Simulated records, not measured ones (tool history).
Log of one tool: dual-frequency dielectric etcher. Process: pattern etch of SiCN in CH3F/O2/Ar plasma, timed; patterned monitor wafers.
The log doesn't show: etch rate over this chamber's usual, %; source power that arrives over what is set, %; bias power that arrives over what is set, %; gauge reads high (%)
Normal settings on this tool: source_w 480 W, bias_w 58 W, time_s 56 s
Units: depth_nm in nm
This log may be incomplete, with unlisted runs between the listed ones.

run,day,source_w,bias_w,time_s,wafers since the last listed run,hours since the last wet clean,hours since the last source power generator calibration,hours since the last bias power generator calibration,hours since the last upper electrode change,hours since the gauge calibration,"read-back reference wafer on the same gauge, depth_nm",depth_nm
1,0,480,58,56,0,404.7,2922.1,3444.2,2659.7,398.8,22.71,20.3
2,0.633,480,58,56,181,419.9,2937.3,3459.4,2674.9,414,22.7,20.26
3,1.05,480,58,43,119,429.9,2947.3,3469.4,2684.9,424,22.69,15.55
# day 1.396: gauge calibrated
4,1.633,480,58,56,167,443.9,2961.3,3483.4,2698.9,5.7,22.71,20.28
5,2.15,480,58,56,148,456.3,2973.7,3495.8,2711.3,18.1,22.69,20.28
6,2.554,480,58,56,115,466,2983.4,3505.5,2721,27.8,22.7,20.3
# day 2.762: bias power generator calibrated
# day 3.621: wet clean of the chamber
7,3.642,480,58,62,17,0.5,3009.5,21.1,2747.1,53.9,22.7,21.98
8,3.654,480,58,62,3,0.8,3009.8,21.4,2747.4,54.2,22.7,22.03
9,3.733,480,51,56,22,2.7,3011.7,23.3,2749.3,56.1,22.7,19.2
10,4.146,380,68,49,118,12.6,3021.6,33.2,2759.2,66,22.71,16.5
11,4.529,480,58,56,109,21.8,3030.8,42.4,2768.4,75.2,22.7,19.93
12,4.792,520,44,65,75,28.1,3037.1,48.7,2774.7,81.5,22.7,22.24
13,5.062,380,70,47,77,34.6,3043.6,55.2,2781.2,88,22.69,15.95
# day 6.725: upper electrode replaced
14,6.746,380,70,56,196,75,3084,95.6,0.5,128.4,22.7,19.04
15,6.825,480,58,56,22,76.9,3085.9,97.5,2.4,130.3,22.7,19.93
16,7.162,360,58,67.5,96,85,3094,105.6,10.5,138.4,22.7,21.26
17,7.762,420,58,66.5,172,99.4,3108.4,120,24.9,152.8,22.7,22.36
# day 8.171: source power generator calibrated
18,8.208,570,47,69,80,110.1,0.9,130.7,35.6,163.5,22.69,25.02
19,8.546,360,49,44.5,96,118.2,9,138.8,43.7,171.6,22.7,13.41
20,9.2,480,72,56,187,133.9,24.7,154.5,59.4,187.3,22.69,21.24
21,9.854,480,58,56,187,149.6,40.4,170.2,75.1,203,22.7,19.98
22,10.538,560,68,45,196,166,56.8,186.6,91.5,219.4,22.69,17.89
23,11.142,480,58,56,173,180.5,71.3,201.1,106,233.9,22.7,20.05
24,11.867,480,58,56,208,197.9,88.7,218.5,123.4,251.3,22.7,20.04
25,12.604,530,58,56,211,215.6,106.4,236.2,141.1,269,22.7,20.96
26,12.904,430,70,48,86,222.8,113.6,243.4,148.3,276.2,22.71,17.36
27,13.258,520,64,46,101,231.3,122.1,251.9,156.8,284.7,22.71,17.49
28,13.829,480,58,56,163,245,135.8,265.6,170.5,298.4,22.7,20.09
29,14.562,380,62,65,210,262.6,153.4,283.2,188.1,316,22.7,21.47

Some steps in depth_nm between neighbouring runs. How much of each would the tool show without its hidden state too (settings, what came in, random variation), and how much is left for the hidden state, with any gauge scatter that isn't in both results?
Run 3 -> 4: time_s 43 -> 56, gauge calibrated. depth_nm +4.73 nm: hidden state +0.1, all else +4.63.
Run 6 -> 7: time_s 56 -> 62, bias power generator calibrated, wet clean of the chamber. depth_nm +1.68 nm: hidden state -0.4, all else +2.08.
Run 18 -> 19: source_w 570 -> 360, bias_w 47 -> 49, time_s 69 -> 44.5. depth_nm -11.61 nm: hidden state -0.04, all else -11.57.
Run 19 -> 20: source_w 360 -> 480, bias_w 49 -> 72, time_s 44.5 -> 56. depth_nm +7.83 nm: hidden state +0.05, all else +7.78.
